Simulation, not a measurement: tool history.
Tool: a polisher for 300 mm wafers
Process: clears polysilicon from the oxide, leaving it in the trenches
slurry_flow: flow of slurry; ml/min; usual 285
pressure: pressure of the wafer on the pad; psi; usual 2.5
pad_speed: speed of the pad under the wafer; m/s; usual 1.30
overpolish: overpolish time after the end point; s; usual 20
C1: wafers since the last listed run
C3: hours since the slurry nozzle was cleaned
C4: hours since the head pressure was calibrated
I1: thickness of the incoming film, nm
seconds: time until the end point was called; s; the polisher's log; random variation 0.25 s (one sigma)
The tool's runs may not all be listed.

Run 1, day 0.000: usual settings but overpolish 28 s; C1 0; wafers polished on this pad 1133; C3 179.7; C4 266.9; I1 505.0. Result: seconds 24.7 s.
Run 2, day 1.658: usual settings but overpolish 28 s; C1 329; wafers polished on this pad 1463; C3 219.5; C4 306.7; I1 500.5. Result: seconds 24.6 s.
Run 3, day 3.325: usual settings; C1 331; wafers polished on this pad 1794; C3 259.5; C4 346.7; I1 499.6. Result: seconds 25.0 s.
At day 6.383: worn pad replaced by a new one.
Run 4, day 7.683: usual settings; C1 832; wafers polished on this pad 258; C3 364.1; C4 451.3; I1 496.3. Result: seconds 25.4 s.
Run 5, day 16.292: usual settings; C1 1710; wafers polished on this pad 1968; C3 570.7; C4 657.9; I1 505.9. Result: seconds 25.5 s.
At day 18.733: worn pad replaced by a new one.
Run 6, day 20.271: usual settings; C1 757; wafers polished on this pad 305; C3 666.2; C4 753.4; I1 504.2. Result: seconds 25.8 s.
Run 7, day 22.096: usual settings; C1 362; wafers polished on this pad 668; C3 710.0; C4 797.2; I1 494.3. Result: seconds 25.1 s.
At day 23.317: slurry nozzle cleaned.
Run 8, day 25.892: usual settings; C1 746; wafers polished on this pad 1414; C3 61.8; C4 888.3; I1 498.9. Result: seconds 24.1 s.
At day 29.371: head pressure recalibrated.
At day 31.896: worn pad replaced by a new one.
Run 9, day 34.408: usual settings; C1 1642; wafers polished on this pad 499; C3 266.2; C4 120.9; I1 496.7. Result: seconds 24.6 s.
Run 10, day 38.646: usual settings but slurry_flow 220 ml/min, pad_speed 1.56 m/s, overpolish 8 s; C1 842; wafers polished on this pad 1341; C3 367.9; C4 222.6; I1 504.2. Result: seconds 22.8 s.
Run 11, day 42.804: usual settings but slurry_flow 230 ml/min; C1 826; wafers polished on this pad 2168; C3 467.7; C4 322.4; I1 495.7. Result: seconds 26.6 s.
Run 12, day 44.938: usual settings; C1 423; wafers polished on this pad 2591; C3 518.9; C4 373.6; I1 500.5. Result: seconds 25.5 s.
At day 45.662: worn pad replaced by a new one, of another model than before.
Run 13, day 53.338: usual settings but overpolish 16 s; C1 1636; wafers polished on this pad 1524; C3 720.5; C4 575.2; I1 500.3. Result: seconds 25.0 s.
At day 55.758: slurry nozzle cleaned.
Run 14, day 56.067: usual settings but pressure 2.0 psi; C1 534; wafers polished on this pad 2058; C3 7.4; C4 640.7; I1 500.6. Result: seconds 28.3 s.
At day 59.192: worn pad replaced by a new one.
Run 15, day 59.212: usual settings; C1 592; wafers polished on this pad 3; C3 82.9; C4 716.2; I1 508.4. Result: seconds 24.6 s.
Run 16, day 61.783: usual settings but slurry_flow 215 ml/min, overpolish 32 s; C1 510; wafers polished on this pad 514; C3 144.6; C4 777.9; I1 497.4. Result: seconds 24.7 s.
Run 17, day 63.771: usual settings but slurry_flow 215 ml/min; C1 394; wafers polished on this pad 909; C3 192.3; C4 825.6; I1 496.9. Result: seconds 24.7 s.
Run 18, day 67.900: usual settings; C1 820; wafers polished on this pad 1730; C3 291.4; C4 924.7; I1 508.9. Result: seconds 25.3 s.
Run 19, day 70.025: usual settings but pad_speed 1.50 m/s; C1 422; wafers polished on this pad 2152; C3 342.4; C4 975.7; I1 505.9. Result: seconds 23.2 s.

Hidden state or all else? Some run-to-run changes of seconds, split into what the settings, what came in and random variation would give without the hidden state, and what is left for the hidden state (with any gauge scatter that isn't in both results):
The hidden state here: removal rate lost through wear of the pad, %; slurry flow missing at the pad, %; deviation of the head's pressure from its setpoint, %.
Run 7 -> 8: slurry nozzle cleaned. seconds -1.0 s: hidden state -1.6, all else +0.6.
Run 10 -> 11: slurry_flow 220 -> 230, pad_speed 1.56 -> 1.30, overpolish 8 -> 20. seconds +3.8 s: hidden state +0.5, all else +3.3.

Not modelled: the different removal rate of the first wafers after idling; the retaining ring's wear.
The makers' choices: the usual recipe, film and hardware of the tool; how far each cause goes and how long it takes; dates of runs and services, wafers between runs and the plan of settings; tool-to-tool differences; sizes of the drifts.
